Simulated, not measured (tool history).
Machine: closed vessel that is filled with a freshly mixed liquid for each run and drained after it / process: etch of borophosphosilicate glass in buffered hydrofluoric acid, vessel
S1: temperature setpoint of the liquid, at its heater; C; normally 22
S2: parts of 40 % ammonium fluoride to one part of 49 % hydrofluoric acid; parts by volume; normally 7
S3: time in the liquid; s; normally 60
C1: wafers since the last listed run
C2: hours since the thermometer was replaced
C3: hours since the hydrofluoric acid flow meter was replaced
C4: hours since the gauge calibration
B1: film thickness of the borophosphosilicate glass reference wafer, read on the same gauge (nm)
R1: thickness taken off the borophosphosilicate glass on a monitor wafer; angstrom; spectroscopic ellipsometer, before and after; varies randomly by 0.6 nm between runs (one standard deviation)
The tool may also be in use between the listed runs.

run	hour	S1	S2	S3	C1	C2	C3	C4	B1	R1
1	0	22	7	70	0	1599	698.6	20.9	70.01	1411.4
2	12.4	22	7	70	1121	1611.4	711	33.3	70	1413.4
3	21.3	26	7	60	804	1620.3	719.9	42.2	70	1503.8
4	37.5	22	7	60	1465	1636.5	736.1	58.4	70	1219.9
5	54.5	22	7	60	1537	1653.5	753.1	75.4	69.99	1217.3
6	71.7	22	7	60	1555	1670.7	770.3	92.6	70	1216
7	79.1	22	7	60	669	1678.1	777.7	100	70.01	1213.7
8	89.3	22	7	60	922	1688.3	787.9	110.2	70	1232.4
9	104.8	22	9	40	1401	1703.8	803.4	125.7	70.01	622.8
10	119.5	25.5	5	60	1329	1718.5	818.1	140.4	70.02	1986.8
11	136.5	22	7	60	1537	1735.5	835.1	157.4	70.04	1240.7
# hour 144.6: hydrofluoric acid flow meter replaced
12	150.7	23.5	5	90	1193	1749.7	6.1	171.6	69.98	2670.5
13	164.7	23.5	8.5	45	1266	1763.7	20.1	185.6	69.98	809.3
# hour 168.6: gauge calibrated
14	171	18	7	50	569	1770	26.4	2.4	70.03	821.4
# hour 180: thermometer replaced
15	187.5	22	7	60	1401	7.5	42.9	18.9	70.01	1055.1

Estimate the outcome of run 16 from the log above:
16	195.3	24	7	60	705	15.3	50.7	26.7	?	?

B1: 70
R1: 1179 angstrom
Without the tool's hidden state the same run would have given R1 1158.4 angstrom.
